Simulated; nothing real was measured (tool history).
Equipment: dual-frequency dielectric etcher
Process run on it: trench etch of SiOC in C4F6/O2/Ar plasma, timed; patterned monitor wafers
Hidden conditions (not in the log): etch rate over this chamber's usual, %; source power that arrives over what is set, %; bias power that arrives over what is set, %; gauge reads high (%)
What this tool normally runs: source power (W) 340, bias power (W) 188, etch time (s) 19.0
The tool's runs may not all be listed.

run,hour,source power (W),bias power (W),etch time (s),wafers since the last listed run,hours since the last wet clean,hours since the last source power generator calibration,hours since the last bias power generator calibration,hours since the last upper electrode change,hours since the gauge calibration,"read-back reference wafer on the same gauge, depth_nm",mean etch depth across the wafer (angstrom)
1,0.0,340,205,19.0,0,416.8,2538.5,3610.7,4896.0,29.6,42.11,358.7
2,6.3,340,205,19.0,63,423.1,2544.8,3617.0,4902.3,35.9,42.07,357.8
3,52.8,340,188,19.0,469,469.6,2591.3,3663.5,4948.8,82.4,42.13,346.9
# hour 70.3: source power generator calibrated
4,70.8,360,188,19.0,141,487.6,0.5,3681.5,4966.8,100.4,42.18,350.2
5,80.2,360,188,19.0,94,497.0,9.9,3690.9,4976.2,109.8,42.08,350.2
# hour 108.0: bias power generator calibrated
# hour 108.6: upper electrode replaced
# hour 119.8: gauge calibrated
# hour 128.0: wet clean of the chamber
6,128.5,340,188,19.0,245,0.5,58.2,20.5,19.9,8.7,42.10,362.8
7,128.8,340,188,19.0,3,0.8,58.5,20.8,20.2,9.0,42.11,361.2
8,129.2,370,188,23.0,4,1.2,58.9,21.2,20.6,9.4,42.11,449.6
9,129.5,340,188,19.0,3,1.5,59.2,21.5,20.9,9.7,42.06,361.4
10,139.0,300,235,21.5,95,11.0,68.7,31.0,30.4,19.2,42.10,421.3
11,152.9,370,167,19.0,140,24.9,82.6,44.9,44.3,33.1,42.14,356.7
12,169.3,310,188,17.5,165,41.3,99.0,61.3,60.7,49.5,42.06,325.1
13,182.0,340,188,16.5,128,54.0,111.7,74.0,73.4,62.2,42.14,314.1
14,188.8,300,171,19.0,68,60.8,118.5,80.8,80.2,69.0,42.11,338.9
15,205.8,340,205,19.0,171,77.8,135.5,97.8,97.2,86.0,42.09,370.1

What if the next run were any one of these 4? Each begins from the tool's condition after run 15:
A,206.2,340,214,19.0,4,78.2,135.9,98.2,97.6,86.4,?,?
B,206.2,400,224,21.5,4,78.2,135.9,98.2,97.6,86.4,?,?
C,206.2,410,231,20.5,4,78.2,135.9,98.2,97.6,86.4,?,?
D,206.2,280,188,19.0,4,78.2,135.9,98.2,97.6,86.4,?,?

run,"read-back reference wafer on the same gauge, depth_nm",mean etch depth across the wafer (angstrom)
A,42.06,374.7
B,42.06,449.8
C,42.06,435.8
D,42.06,342.8
With no hidden state in the tool, these same runs would have given:
run,mean etch depth across the wafer (angstrom)
A,374.5
B,449.5
C,435.5
D,342.6
